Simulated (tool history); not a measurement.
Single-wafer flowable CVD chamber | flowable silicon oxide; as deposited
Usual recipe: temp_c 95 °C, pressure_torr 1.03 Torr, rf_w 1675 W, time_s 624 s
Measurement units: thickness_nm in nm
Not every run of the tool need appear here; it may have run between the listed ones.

| run | day | temp_c | pressure_torr | rf_w | time_s | read-back reference wafer on the same gauge, thickness_nm | thickness_nm |
|---|---|---|---|---|---|---|---|
| 1 | 0.000 | 95 | 1.03 | 1675 | 624 | 657.346 | 580.834 |
|  | 1.104 | showerhead replaced |
| 2 | 1.125 | 95 | 1.03 | 1675 | 624 | 658.244 | 580.908 |
|  | 1.471 | gauge calibrated |
| 3 | 2.046 | 95 | 1.03 | 1675 | 624 | 658.076 | 585.113 |
| 4 | 2.638 | 95 | 0.86 | 1675 | 624 | 657.890 | 482.772 |
| 5 | 3.238 | 95 | 1.12 | 1885 | 624 | 657.968 | 654.292 |
| 6 | 4.129 | 95 | 1.03 | 1675 | 624 | 658.061 | 579.860 |
| 7 | 4.867 | 95 | 1.03 | 1675 | 624 | 658.142 | 586.479 |
| 8 | 6.071 | 103 | 0.93 | 1675 | 624 | 657.289 | 412.820 |
| 9 | 6.771 | 83 | 0.79 | 1935 | 624 | 658.397 | 646.517 |
| 10 | 7.946 | 90 | 1.03 | 1790 | 624 | 658.280 | 687.068 |
| 11 | 9.362 | 82 | 0.86 | 1345 | 624 | 658.194 | 622.955 |
|  | 10.138 | thermocouple changed; heater temperature recalibrated |
| 12 | 10.158 | 108 | 1.03 | 1675 | 719 | 658.037 | 455.056 |
| 13 | 11.317 | 104 | 0.96 | 1975 | 624 | 658.460 | 436.107 |
| 14 | 12.483 | 95 | 1.03 | 1675 | 624 | 658.480 | 576.293 |
|  | 13.375 | capacitance manometer re-zeroed and calibrated |
| 15 | 13.604 | 95 | 1.03 | 1675 | 546 | 658.766 | 504.435 |
| 16 | 14.479 | 95 | 1.03 | 1675 | 624 | 657.584 | 580.363 |
| 17 | 15.817 | 103 | 1.12 | 1675 | 742 | 658.426 | 590.202 |
| 18 | 16.438 | 81 | 1.03 | 1675 | 525 | 657.598 | 712.731 |
| 19 | 17.179 | 95 | 1.12 | 1675 | 503 | 657.950 | 503.603 |
|  | 17.996 | RF generator calibrated |
| 20 | 18.017 | 99 | 0.78 | 1575 | 684 | 658.052 | 426.998 |
| 21 | 18.538 | 90 | 0.77 | 1760 | 624 | 657.960 | 522.205 |
| 22 | 19.917 | 104 | 1.26 | 1675 | 563 | 657.726 | 500.747 |
| 23 | 21.388 | 91 | 0.87 | 1840 | 624 | 657.115 | 574.217 |
| 24 | 22.475 | 95 | 1.22 | 1425 | 576 | 657.592 | 602.928 |
| 25 | 26.838 | 95 | 1.03 | 1510 | 700 | 658.885 | 638.819 |
| 26 | 27.471 | 95 | 1.03 | 1675 | 624 | 658.486 | 597.269 |
| 27 | 28.708 | 101 | 1.03 | 1675 | 624 | 657.788 | 496.876 |
| 28 | 29.675 | 106 | 1.03 | 1675 | 624 | 657.588 | 426.881 |

What would each run have given without the hidden state, its run-to-run variation left as it was?
Hidden conditions of the tool in this case: wafer temperature above the value expected at the setpoint (K); delivered RF power above the setpoint (%); true pressure above the setpoint (%); gauge reads high (%).
| run | thickness_nm |
|---|---|
| 1 | 594.405 |
| 2 | 594.802 |
| 3 | 599.421 |
| 4 | 494.744 |
| 5 | 668.466 |
| 6 | 594.744 |
| 7 | 601.785 |
| 8 | 423.886 |
| 9 | 660.485 |
| 10 | 705.579 |
| 11 | 650.550 |
| 12 | 468.349 |
| 13 | 445.859 |
| 14 | 593.924 |
| 15 | 520.204 |
| 16 | 598.808 |
| 17 | 609.433 |
| 18 | 736.219 |
| 19 | 520.424 |
| 20 | 428.675 |
| 21 | 524.232 |
| 22 | 502.973 |
| 23 | 576.566 |
| 24 | 607.230 |
| 25 | 644.874 |
| 26 | 601.785 |
| 27 | 500.889 |
| 28 | 430.500 |

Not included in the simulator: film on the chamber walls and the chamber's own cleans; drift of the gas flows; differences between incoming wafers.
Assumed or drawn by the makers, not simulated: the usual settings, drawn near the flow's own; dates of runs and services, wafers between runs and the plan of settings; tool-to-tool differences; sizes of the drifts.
